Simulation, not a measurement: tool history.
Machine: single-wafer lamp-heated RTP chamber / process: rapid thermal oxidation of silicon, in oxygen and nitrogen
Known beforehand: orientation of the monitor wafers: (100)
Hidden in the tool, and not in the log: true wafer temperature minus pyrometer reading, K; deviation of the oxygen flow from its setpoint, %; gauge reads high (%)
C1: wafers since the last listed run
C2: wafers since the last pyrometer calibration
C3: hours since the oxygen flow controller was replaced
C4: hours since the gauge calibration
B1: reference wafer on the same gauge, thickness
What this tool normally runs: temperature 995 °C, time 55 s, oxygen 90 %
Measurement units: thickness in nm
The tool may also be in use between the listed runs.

{"run": 1, "hour": 0.0, "temperature": 995, "time": 55, "oxygen": 90, "C1": 0, "C2": 5231, "C3": 3366.4, "C4": 216.5, "B1": 4.62, "thickness": 5.877}
{"run": 2, "hour": 101.9, "temperature": 995, "time": 55, "oxygen": 90, "C1": 883, "C2": 6114, "C3": 3468.3, "C4": 318.4, "B1": 4.61, "thickness": 5.903}
{"run": 3, "hour": 132.7, "temperature": 995, "time": 55, "oxygen": 90, "C1": 266, "C2": 6381, "C3": 3499.1, "C4": 349.2, "B1": 4.609, "thickness": 5.901}
{"run": 4, "hour": 147.1, "temperature": 995, "time": 55, "oxygen": 90, "C1": 124, "C2": 6506, "C3": 3513.5, "C4": 363.6, "B1": 4.619, "thickness": 5.951}
{"hour": 159.5, "done": "oxygen flow controller replaced"}
{"run": 5, "hour": 173.4, "temperature": 995, "time": 70, "oxygen": 98, "C1": 158, "C2": 6664, "C3": 13.9, "C4": 389.9, "B1": 4.616, "thickness": 6.745}
{"hour": 186.1, "done": "gauge calibrated"}
{"run": 6, "hour": 204.5, "temperature": 995, "time": 55, "oxygen": 75, "C1": 269, "C2": 6934, "C3": 45.0, "C4": 18.4, "B1": 4.613, "thickness": 5.587}
{"hour": 217.0, "done": "pyrometer window cleaned and pyrometer calibrated"}
{"run": 7, "hour": 217.3, "temperature": 995, "time": 63, "oxygen": 98, "C1": 41, "C2": 2, "C3": 57.8, "C4": 31.2, "B1": 4.613, "thickness": 5.929}
{"run": 8, "hour": 231.0, "temperature": 968, "time": 29, "oxygen": 98, "C1": 118, "C2": 121, "C3": 71.5, "C4": 44.9, "B1": 4.602, "thickness": 3.617}
{"run": 9, "hour": 258.6, "temperature": 995, "time": 55, "oxygen": 90, "C1": 239, "C2": 360, "C3": 99.1, "C4": 72.5, "B1": 4.611, "thickness": 5.543}
{"run": 10, "hour": 290.9, "temperature": 985, "time": 55, "oxygen": 90, "C1": 279, "C2": 640, "C3": 131.4, "C4": 104.8, "B1": 4.605, "thickness": 5.133}
{"run": 11, "hour": 308.1, "temperature": 995, "time": 79, "oxygen": 90, "C1": 149, "C2": 790, "C3": 148.6, "C4": 122.0, "B1": 4.622, "thickness": 6.578}
{"run": 12, "hour": 339.9, "temperature": 978, "time": 47, "oxygen": 69, "C1": 275, "C2": 1065, "C3": 180.4, "C4": 153.8, "B1": 4.606, "thickness": 4.258}
{"run": 13, "hour": 369.6, "temperature": 1016, "time": 66, "oxygen": 98, "C1": 257, "C2": 1323, "C3": 210.1, "C4": 183.5, "B1": 4.614, "thickness": 7.287}
{"run": 14, "hour": 398.0, "temperature": 1020, "time": 55, "oxygen": 73, "C1": 246, "C2": 1569, "C3": 238.5, "C4": 211.9, "B1": 4.611, "thickness": 6.268}

Predict each of these 3 candidate next runs independently; none follows another, all start after run 14:
{"run": "A", "hour": 398.5, "temperature": 995, "time": 55, "oxygen": 90, "C1": 4, "C2": 1573, "C3": 239.0, "C4": 212.4, "B1": "?", "thickness": "?"}
{"run": "B", "hour": 398.5, "temperature": 995, "time": 30, "oxygen": 90, "C1": 4, "C2": 1573, "C3": 239.0, "C4": 212.4, "B1": "?", "thickness": "?"}
{"run": "C", "hour": 398.5, "temperature": 984, "time": 41, "oxygen": 98, "C1": 4, "C2": 1573, "C3": 239.0, "C4": 212.4, "B1": "?", "thickness": "?"}

run=A B1=4.615 thickness=5.629
run=B B1=4.615 thickness=4.363
run=C B1=4.615 thickness=4.722
Without the tool's unlogged condition, the same runs would have read:
run=A thickness=5.395
run=B thickness=4.191
run=C thickness=4.530
